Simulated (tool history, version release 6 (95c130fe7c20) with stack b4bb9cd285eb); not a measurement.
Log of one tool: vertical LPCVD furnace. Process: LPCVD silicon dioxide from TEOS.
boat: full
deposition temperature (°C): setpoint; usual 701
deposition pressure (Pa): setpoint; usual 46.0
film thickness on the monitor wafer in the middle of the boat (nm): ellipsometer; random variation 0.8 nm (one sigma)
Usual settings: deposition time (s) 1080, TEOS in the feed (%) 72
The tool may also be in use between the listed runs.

run,hour,deposition temperature (°C),deposition pressure (Pa),deposition time (s),TEOS in the feed (%),wafers since the last listed run,hours since the last temperature calibration,hours since the pressure gauge was zeroed,hours since the TEOS flow controller was replaced,hours since the gauge calibration,"read-back reference wafer on the same gauge, thickness",film thickness on the monitor wafer in the middle of the boat (nm)
1,0.0,701,46.0,1080,72,0,1845.4,940.8,5655.5,870.1,152.91,139.86
2,58.5,701,46.0,1080,72,965,1903.9,999.3,5714.0,928.6,152.76,139.68
3,126.3,701,38.0,1080,72,1119,1971.7,1067.1,5781.8,996.4,152.91,126.36
4,188.9,701,46.0,1080,68,1033,2034.3,1129.7,5844.4,1059.0,153.18,135.69
# hour 242.4: thermocouples replaced and temperature profile calibrated
5,242.9,697,40.7,1080,72,495,0.5,1183.7,5898.4,1113.0,152.82,117.83
# hour 304.2: TEOS flow controller replaced
6,304.7,701,46.0,1080,72,624,62.3,1245.5,0.5,1174.8,153.36,138.74
7,352.1,701,46.0,1080,72,782,109.7,1292.9,47.9,1222.2,152.72,139.55
8,419.4,701,46.0,1080,72,1111,177.0,1360.2,115.2,1289.5,153.34,138.80
9,460.4,711,46.0,1080,78,676,218.0,1401.2,156.2,1330.5,153.27,182.31
10,522.5,701,41.3,1260,72,1025,280.1,1463.3,218.3,1392.6,153.02,151.68
# hour 620.9: gauge calibrated
11,689.6,690,57.3,870,60,2758,447.2,1630.4,385.4,68.7,153.11,88.02
12,750.4,698,56.0,840,72,1003,508.0,1691.2,446.2,129.5,152.80,110.45
# hour 776.4: pressure gauge zeroed
13,821.6,711,46.0,1080,62,779,579.2,45.2,517.4,200.7,153.00,166.24
14,867.9,701,46.0,1350,72,764,625.5,91.5,563.7,247.0,152.92,176.90
15,932.7,711,46.0,750,83,1069,690.3,156.3,628.5,311.8,152.92,133.11
16,958.6,701,54.7,1080,80,427,716.2,182.2,654.4,337.7,152.79,162.72
17,1002.3,701,46.0,690,76,721,759.9,225.9,698.1,381.4,153.09,93.21
18,1038.6,701,46.0,810,72,599,796.2,262.2,734.4,417.7,153.15,105.16
19,1171.8,701,46.0,780,86,2199,929.4,395.4,867.6,550.9,152.71,111.84
20,1205.8,701,54.7,1080,65,561,963.4,429.4,901.6,584.9,152.93,145.65
21,1266.9,701,46.0,1080,72,1008,1024.5,490.5,962.7,646.0,152.88,141.65
22,1338.2,701,46.0,960,86,1177,1095.8,561.8,1034.0,717.3,152.82,137.16
23,1371.5,697,40.7,1080,72,549,1129.1,595.1,1067.3,750.6,152.85,119.64
24,1398.4,701,46.0,930,82,444,1156.0,622.0,1094.2,777.5,153.36,129.08
25,1462.6,712,42.0,1470,81,1059,1220.2,686.2,1158.4,841.7,153.18,248.91
26,1517.9,701,46.0,1080,72,913,1275.5,741.5,1213.7,897.0,153.02,140.17
27,1571.8,701,46.0,660,72,889,1329.4,795.4,1267.6,950.9,152.75,85.57
28,1600.7,695,46.0,1080,78,477,1358.3,824.3,1296.5,979.8,152.57,128.01
29,1662.9,701,46.0,1080,72,1026,1420.5,886.5,1358.7,1042.0,152.97,141.31
30,1724.3,708,46.0,1080,63,1013,1481.9,947.9,1420.1,1103.4,153.03,154.11

Forecast each of these 5 alternatives for the next run:
A,1727.8,690,46.0,1080,72,57,1485.4,951.4,1423.6,1106.9,?,?
B,1727.8,697,46.0,1080,85,57,1485.4,951.4,1423.6,1106.9,?,?
C,1727.8,704,54.0,1200,65,57,1485.4,951.4,1423.6,1106.9,?,?
D,1727.8,709,46.0,780,72,57,1485.4,951.4,1423.6,1106.9,?,?
E,1727.8,701,46.0,810,83,57,1485.4,951.4,1423.6,1106.9,?,?

run,"read-back reference wafer on the same gauge, thickness",film thickness on the monitor wafer in the middle of the boat (nm)
A,153.14,109.46
B,153.14,140.27
C,153.14,173.96
D,153.14,123.04
E,153.14,114.11
Without the tool's hidden state the same runs would have given:
run,film thickness on the monitor wafer in the middle of the boat (nm)
A,110.36
B,141.42
C,175.18
D,124.06
E,115.05
